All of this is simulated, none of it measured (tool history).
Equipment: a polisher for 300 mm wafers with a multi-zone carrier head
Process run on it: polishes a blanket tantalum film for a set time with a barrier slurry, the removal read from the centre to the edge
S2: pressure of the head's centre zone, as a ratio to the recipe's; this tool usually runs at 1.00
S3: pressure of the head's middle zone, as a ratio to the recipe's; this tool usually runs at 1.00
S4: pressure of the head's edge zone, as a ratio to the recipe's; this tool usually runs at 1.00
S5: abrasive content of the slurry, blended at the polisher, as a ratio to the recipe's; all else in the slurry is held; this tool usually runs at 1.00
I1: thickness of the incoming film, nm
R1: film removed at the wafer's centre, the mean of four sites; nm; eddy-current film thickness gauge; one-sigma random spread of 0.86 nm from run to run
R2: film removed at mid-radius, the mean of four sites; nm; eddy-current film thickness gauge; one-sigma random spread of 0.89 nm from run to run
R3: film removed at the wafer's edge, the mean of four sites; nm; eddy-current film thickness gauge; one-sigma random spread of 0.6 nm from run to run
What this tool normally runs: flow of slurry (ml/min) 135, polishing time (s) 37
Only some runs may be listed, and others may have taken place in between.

run 1 day=0.000 | flow_of_slurry_(ml/min)=135 S2=1.00 S3=1.00 S4=1.00 S5=1.00 polishing_time_(s)=37 | I1=260.9 | R1=59.4 R2=58.2 R3=60.0
-- day=0.267 carrier head's membrane replaced by a new one
run 2 day=2.467 | flow_of_slurry_(ml/min)=135 S2=1.00 S3=1.00 S4=1.00 S5=1.00 polishing_time_(s)=37 | I1=260.7 | R1=57.5 R2=58.9 R3=58.5
run 3 day=6.312 | flow_of_slurry_(ml/min)=135 S2=1.00 S3=1.00 S4=1.00 S5=1.00 polishing_time_(s)=37 | I1=263.2 | R1=57.7 R2=59.0 R3=59.4
-- day=8.596 slurry nozzle cleaned
-- day=8.600 worn pad replaced by a new one
run 4 day=8.662 | flow_of_slurry_(ml/min)=135 S2=1.00 S3=1.00 S4=1.00 S5=1.00 polishing_time_(s)=37 | I1=258.3 | R1=55.9 R2=55.8 R3=55.4
-- day=9.050 centre zone pressure recalibrated
run 5 day=12.138 | flow_of_slurry_(ml/min)=135 S2=1.00 S3=1.00 S4=1.00 S5=1.00 polishing_time_(s)=37 | I1=260.8 | R1=55.2 R2=54.5 R3=55.1
run 6 day=15.517 | flow_of_slurry_(ml/min)=135 S2=1.00 S3=1.00 S4=1.00 S5=1.00 polishing_time_(s)=37 | I1=263.6 | R1=53.9 R2=55.3 R3=54.5
run 7 day=19.025 | flow_of_slurry_(ml/min)=135 S2=1.00 S3=1.00 S4=1.00 S5=1.00 polishing_time_(s)=37 | I1=261.6 | R1=53.8 R2=54.0 R3=52.9
run 8 day=22.683 | flow_of_slurry_(ml/min)=135 S2=1.00 S3=1.00 S4=1.00 S5=1.00 polishing_time_(s)=37 | I1=262.2 | R1=52.6 R2=53.4 R3=52.9
-- day=23.538 carrier head's membrane replaced by a new one
run 9 day=24.592 | flow_of_slurry_(ml/min)=120 S2=1.00 S3=1.00 S4=1.00 S5=1.00 polishing_time_(s)=37 | I1=260.0 | R1=48.7 R2=51.2 R3=51.9
-- day=25.804 worn pad replaced by a new one, repeated, since the last time left the tool worse
run 10 day=27.862 | flow_of_slurry_(ml/min)=135 S2=1.00 S3=0.92 S4=1.00 S5=1.00 polishing_time_(s)=37 | I1=258.6 | R1=60.5 R2=57.5 R3=62.6
-- day=29.729 centre zone pressure recalibrated
run 11 day=31.200 | flow_of_slurry_(ml/min)=105 S2=1.00 S3=1.07 S4=1.11 S5=1.00 polishing_time_(s)=37 | I1=262.8 | R1=56.4 R2=59.4 R3=61.3
-- day=31.346 edge zone pressure recalibrated
-- day=33.833 slurry nozzle cleaned
run 12 day=35.450 | flow_of_slurry_(ml/min)=105 S2=1.00 S3=1.07 S4=1.11 S5=1.00 polishing_time_(s)=37 | I1=258.7 | R1=55.0 R2=57.9 R3=59.5
-- day=42.800 carrier head's membrane replaced by a new one
-- day=43.883 worn pad replaced by a new one
-- day=45.633 centre zone pressure recalibrated
run 13 day=48.604 | flow_of_slurry_(ml/min)=165 S2=1.00 S3=1.00 S4=1.00 S5=1.00 polishing_time_(s)=37 | I1=259.0 | R1=62.9 R2=63.8 R3=63.4
run 14 day=50.771 | flow_of_slurry_(ml/min)=135 S2=1.11 S3=1.00 S4=1.00 S5=1.00 polishing_time_(s)=37 | I1=264.5 | R1=66.7 R2=61.2 R3=60.5
-- day=60.242 slurry nozzle cleaned
-- day=60.658 carrier head's membrane replaced by a new one
run 15 day=61.100 | flow_of_slurry_(ml/min)=105 S2=1.00 S3=1.00 S4=1.09 S5=0.85 polishing_time_(s)=43 | I1=262.1 | R1=60.5 R2=61.7 R3=65.6
-- day=63.692 centre zone pressure recalibrated
run 16 day=64.346 | flow_of_slurry_(ml/min)=135 S2=1.00 S3=1.00 S4=0.93 S5=1.00 polishing_time_(s)=37 | I1=262.3 | R1=57.2 R2=58.9 R3=56.3
-- day=64.642 worn pad replaced by a new one
run 17 day=68.033 | flow_of_slurry_(ml/min)=135 S2=1.10 S3=0.93 S4=0.90 S5=1.00 polishing_time_(s)=37 | I1=260.4 | R1=68.3 R2=59.4 R3=58.2
-- day=68.475 edge zone pressure recalibrated
run 18 day=71.167 | flow_of_slurry_(ml/min)=150 S2=1.00 S3=1.00 S4=0.97 S5=1.00 polishing_time_(s)=37 | I1=258.2 | R1=59.5 R2=60.8 R3=60.4
run 19 day=73.971 | flow_of_slurry_(ml/min)=135 S2=1.00 S3=1.00 S4=1.00 S5=1.00 polishing_time_(s)=37 | I1=262.3 | R1=59.2 R2=60.3 R3=59.7
run 20 day=78.233 | flow_of_slurry_(ml/min)=150 S2=1.00 S3=1.00 S4=1.00 S5=0.75 polishing_time_(s)=37 | I1=262.5 | R1=56.7 R2=57.8 R3=56.8
-- day=79.392 carrier head's membrane replaced by a new one
run 21 day=79.854 | flow_of_slurry_(ml/min)=155 S2=1.00 S3=1.00 S4=1.03 S5=1.00 polishing_time_(s)=33 | I1=257.7 | R1=54.1 R2=54.0 R3=53.7

The logged runs with the hidden state left out (each run's random variation unchanged):
Hidden conditions of the tool in this case: removal rate lost through wear of the pad, %; slurry flow missing at the pad, %; deviation of the centre zone's pressure from its setpoint, %; deviation of the edge zone's pressure from its setpoint, %.
run=1 R1=61.9 R2=60.7 R3=62.5
run=2 R1=60.4 R2=61.9 R3=61.5
run=3 R1=61.4 R2=62.8 R3=63.2
run=4 R1=62.4 R2=62.3 R3=61.8
run=5 R1=62.3 R2=61.5 R3=62.2
run=6 R1=61.7 R2=63.2 R3=62.3
run=7 R1=62.2 R2=62.5 R3=61.2
run=8 R1=61.7 R2=62.6 R3=62.0
run=9 R1=57.5 R2=60.5 R3=61.3
run=10 R1=61.3 R2=58.3 R3=63.4
run=11 R1=57.7 R2=60.8 R3=62.8
run=12 R1=57.1 R2=60.1 R3=61.8
run=13 R1=64.0 R2=64.9 R3=64.6
run=14 R1=68.4 R2=62.7 R3=62.0
run=15 R1=64.1 R2=65.3 R3=69.5
run=16 R1=61.3 R2=63.1 R3=60.3
run=17 R1=69.4 R2=60.3 R3=59.1
run=18 R1=61.0 R2=62.3 R3=62.0
run=19 R1=61.3 R2=62.4 R3=61.8
run=20 R1=59.5 R2=60.6 R3=59.6
run=21 R1=57.1 R2=56.9 R3=56.7
